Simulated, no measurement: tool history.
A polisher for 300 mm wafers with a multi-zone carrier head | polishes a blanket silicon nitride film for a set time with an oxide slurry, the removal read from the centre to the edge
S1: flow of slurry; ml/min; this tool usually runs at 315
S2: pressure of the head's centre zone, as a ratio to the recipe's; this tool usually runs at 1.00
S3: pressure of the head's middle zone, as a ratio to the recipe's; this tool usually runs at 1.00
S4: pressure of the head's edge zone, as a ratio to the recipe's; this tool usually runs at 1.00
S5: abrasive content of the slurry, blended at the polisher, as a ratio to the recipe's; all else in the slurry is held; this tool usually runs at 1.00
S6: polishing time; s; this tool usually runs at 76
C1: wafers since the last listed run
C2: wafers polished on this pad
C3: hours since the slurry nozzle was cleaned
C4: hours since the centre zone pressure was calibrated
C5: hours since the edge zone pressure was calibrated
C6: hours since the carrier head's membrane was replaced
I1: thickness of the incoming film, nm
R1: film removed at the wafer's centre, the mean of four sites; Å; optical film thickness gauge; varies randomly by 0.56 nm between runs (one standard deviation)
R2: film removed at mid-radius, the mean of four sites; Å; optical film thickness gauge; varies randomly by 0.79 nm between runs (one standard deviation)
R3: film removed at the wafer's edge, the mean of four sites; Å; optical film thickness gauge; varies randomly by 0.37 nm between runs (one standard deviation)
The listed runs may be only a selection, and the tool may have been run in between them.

{"run": 1, "hour": 0.0, "S1": 315, "S2": 1.0, "S3": 1.0, "S4": 1.0, "S5": 1.0, "S6": 76, "C1": 0, "C2": 678, "C3": 261.2, "C4": 857.9, "C5": 175.0, "C6": 636.0, "I1": 336.4, "R1": 469, "R2": 496, "R3": 513}
{"hour": 63.9, "done": "worn pad replaced by a new one"}
{"run": 2, "hour": 122.6, "S1": 315, "S2": 1.0, "S3": 1.0, "S4": 1.0, "S5": 1.0, "S6": 76, "C1": 1139, "C2": 563, "C3": 383.8, "C4": 980.5, "C5": 297.6, "C6": 758.6, "I1": 345.3, "R1": 440, "R2": 484, "R3": 510}
{"hour": 152.0, "done": "edge zone pressure recalibrated"}
{"run": 3, "hour": 156.3, "S1": 315, "S2": 1.0, "S3": 1.0, "S4": 1.0, "S5": 1.0, "S6": 76, "C1": 304, "C2": 868, "C3": 417.5, "C4": 1014.2, "C5": 4.3, "C6": 792.3, "I1": 337.6, "R1": 435, "R2": 492, "R3": 497}
{"run": 4, "hour": 222.2, "S1": 315, "S2": 1.0, "S3": 1.04, "S4": 1.0, "S5": 1.0, "S6": 76, "C1": 633, "C2": 1501, "C3": 483.4, "C4": 1080.1, "C5": 70.2, "C6": 858.2, "I1": 340.9, "R1": 429, "R2": 502, "R3": 503}
{"hour": 228.6, "done": "worn pad replaced by a new one"}
{"run": 5, "hour": 280.7, "S1": 315, "S2": 1.0, "S3": 1.04, "S4": 1.0, "S5": 1.0, "S6": 76, "C1": 523, "C2": 500, "C3": 541.9, "C4": 1138.6, "C5": 128.7, "C6": 916.7, "I1": 340.8, "R1": 426, "R2": 509, "R3": 503}
{"run": 6, "hour": 312.0, "S1": 315, "S2": 1.0, "S3": 1.04, "S4": 1.0, "S5": 1.0, "S6": 76, "C1": 300, "C2": 800, "C3": 573.2, "C4": 1169.9, "C5": 160.0, "C6": 948.0, "I1": 335.1, "R1": 424, "R2": 493, "R3": 503}
{"hour": 324.7, "done": "centre zone pressure recalibrated"}
{"hour": 347.1, "done": "carrier head's membrane replaced by a new one"}
{"run": 7, "hour": 371.1, "S1": 315, "S2": 1.0, "S3": 1.0, "S4": 1.0, "S5": 1.0, "S6": 76, "C1": 500, "C2": 1301, "C3": 632.3, "C4": 46.4, "C5": 219.1, "C6": 24.0, "I1": 343.4, "R1": 469, "R2": 486, "R3": 500}
{"hour": 393.9, "done": "worn pad replaced by a new one"}
{"hour": 414.9, "done": "slurry nozzle cleaned"}
{"run": 8, "hour": 415.4, "S1": 315, "S2": 1.0, "S3": 1.0, "S4": 1.1, "S5": 1.0, "S6": 65, "C1": 377, "C2": 196, "C3": 0.5, "C4": 90.7, "C5": 263.4, "C6": 68.3, "I1": 335.9, "R1": 438, "R2": 464, "R3": 477}
{"run": 9, "hour": 486.0, "S1": 315, "S2": 1.0, "S3": 1.0, "S4": 1.0, "S5": 1.0, "S6": 76, "C1": 678, "C2": 875, "C3": 71.1, "C4": 161.3, "C5": 334.0, "C6": 138.9, "I1": 334.9, "R1": 516, "R2": 538, "R3": 526}
{"hour": 534.1, "done": "edge zone pressure recalibrated"}
{"hour": 535.3, "done": "worn pad replaced by a new one"}
{"run": 10, "hour": 555.1, "S1": 315, "S2": 1.0, "S3": 1.11, "S4": 1.0, "S5": 0.8, "S6": 64, "C1": 633, "C2": 190, "C3": 140.2, "C4": 230.4, "C5": 21.0, "C6": 208.0, "I1": 345.3, "R1": 372, "R2": 417, "R3": 382}
{"run": 11, "hour": 604.5, "S1": 250, "S2": 0.97, "S3": 1.0, "S4": 1.0, "S5": 1.0, "S6": 57, "C1": 474, "C2": 665, "C3": 189.6, "C4": 279.8, "C5": 70.4, "C6": 257.4, "I1": 339.9, "R1": 346, "R2": 374, "R3": 377}
{"run": 12, "hour": 632.8, "S1": 210, "S2": 1.0, "S3": 1.0, "S4": 0.96, "S5": 1.0, "S6": 76, "C1": 271, "C2": 937, "C3": 217.9, "C4": 308.1, "C5": 98.7, "C6": 285.7, "I1": 339.7, "R1": 449, "R2": 467, "R3": 483}
{"run": 13, "hour": 691.4, "S1": 315, "S2": 0.93, "S3": 1.0, "S4": 1.0, "S5": 1.0, "S6": 76, "C1": 562, "C2": 1499, "C3": 276.5, "C4": 366.7, "C5": 157.3, "C6": 344.3, "I1": 342.2, "R1": 458, "R2": 520, "R3": 514}
{"hour": 708.6, "done": "worn pad replaced by a new one"}
{"run": 14, "hour": 758.1, "S1": 350, "S2": 1.0, "S3": 1.08, "S4": 1.08, "S5": 0.85, "S6": 76, "C1": 602, "C2": 475, "C3": 343.2, "C4": 433.4, "C5": 224.0, "C6": 411.0, "I1": 335.3, "R1": 446, "R2": 475, "R3": 485}

Predict each of these 4 candidate next runs independently; none follows another, all start after run 14:
{"run": "A", "hour": 758.5, "S1": 315, "S2": 1.0, "S3": 1.0, "S4": 1.0, "S5": 1.0, "S6": 76, "C1": 3, "C2": 479, "C3": 343.6, "C4": 433.8, "C5": 224.4, "C6": 411.4, "I1": 337.7, "R1": "?", "R2": "?", "R3": "?"}
{"run": "B", "hour": 758.5, "S1": 250, "S2": 1.0, "S3": 1.0, "S4": 1.0, "S5": 0.75, "S6": 76, "C1": 3, "C2": 479, "C3": 343.6, "C4": 433.8, "C5": 224.4, "C6": 411.4, "I1": 337.7, "R1": "?", "R2": "?", "R3": "?"}
{"run": "C", "hour": 758.5, "S1": 315, "S2": 1.0, "S3": 0.95, "S4": 1.04, "S5": 1.1, "S6": 97, "C1": 3, "C2": 479, "C3": 343.6, "C4": 433.8, "C5": 224.4, "C6": 411.4, "I1": 337.7, "R1": "?", "R2": "?", "R3": "?"}
{"run": "D", "hour": 758.5, "S1": 395, "S2": 0.89, "S3": 1.0, "S4": 1.0, "S5": 1.25, "S6": 76, "C1": 3, "C2": 479, "C3": 343.6, "C4": 433.8, "C5": 224.4, "C6": 411.4, "I1": 337.7, "R1": "?", "R2": "?", "R3": "?"}

run=A R1=486 R2=505 R3=508
run=B R1=382 R2=400 R3=406
run=C R1=653 R2=652 R3=696
run=D R1=502 R2=586 R3=584
Take away the tool's hidden state, keep each run's random variation, and the runs would have read:
run=A R1=528 R2=534 R3=529
run=B R1=423 R2=429 R3=428
run=C R1=710 R2=689 R3=726
run=D R1=539 R2=612 R3=603

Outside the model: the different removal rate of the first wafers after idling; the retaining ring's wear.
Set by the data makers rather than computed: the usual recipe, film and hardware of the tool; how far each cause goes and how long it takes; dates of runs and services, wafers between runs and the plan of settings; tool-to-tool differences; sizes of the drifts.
